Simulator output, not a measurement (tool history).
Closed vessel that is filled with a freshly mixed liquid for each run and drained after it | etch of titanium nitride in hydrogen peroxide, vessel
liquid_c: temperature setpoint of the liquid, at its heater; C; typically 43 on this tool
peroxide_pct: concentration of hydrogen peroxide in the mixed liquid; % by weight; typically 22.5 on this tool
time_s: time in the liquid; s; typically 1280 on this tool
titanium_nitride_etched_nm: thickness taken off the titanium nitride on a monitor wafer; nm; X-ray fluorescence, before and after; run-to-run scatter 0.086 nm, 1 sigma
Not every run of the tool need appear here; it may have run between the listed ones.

run     day  liquid_c  peroxide_pct  time_s  read-back film thickness of the titanium nitride reference wafer, read on the same gauge (nm)  titanium_nitride_etched_nm
  1       0        43          22.5    1280                                                                                         119.99                       23.59
  2   2.292        43            17    1575                                                                                         120.01                       27.03
  3   4.042        43          22.5    1280                                                                                         120.03                       23.46
       4.95  -- thermometer replaced
  4   5.942        43          26.5    1435                                                                                         119.96                       27.16
  5   8.804        43          26.5    1435                                                                                         120.01                       27.08
  6  10.833        43          22.5    1280                                                                                            120                       23.29
  7  13.512        43          22.5    1280                                                                                         120.01                       23.46
  8  14.617        43          22.5    1280                                                                                         119.98                       23.25
     15.392  -- new drum of peroxide connected
  9  16.375        43          18.5    1280                                                                                         119.98                       22.71
 10  18.704        43          25.5    1880                                                                                         120.03                       35.88
 11  20.467        43            17    1280                                                                                            120                       22.42
 12  21.788        43          22.5    1280                                                                                         120.04                       23.66
 13   24.25        38            19    1645                                                                                            120                       20.05
 14    26.3      49.5          24.5    1280                                                                                         120.02                       39.04
 15  27.625        43          22.5    1280                                                                                         120.03                       23.83
     28.004  -- peroxide flow meter replaced
 16  30.583        43          19.5    1280                                                                                         119.97                       22.87
 17  31.746        43          22.5    1900                                                                                         120.02                       35.29
 18  34.012        43          22.5    1755                                                                                         119.98                        32.3

The next listed run, before its measurement:
 19  36.575        43          22.5    1280                                                                                              ?                           ?

{"run 19": {"read-back film thickness of the titanium nitride reference wafer, read on the same gauge (nm)": 120, "titanium_nitride_etched_nm": 23.56}}
Were there no unlogged condition in the tool, this run, its random variation unchanged, would have produced titanium_nitride_etched_nm 23.79 nm.

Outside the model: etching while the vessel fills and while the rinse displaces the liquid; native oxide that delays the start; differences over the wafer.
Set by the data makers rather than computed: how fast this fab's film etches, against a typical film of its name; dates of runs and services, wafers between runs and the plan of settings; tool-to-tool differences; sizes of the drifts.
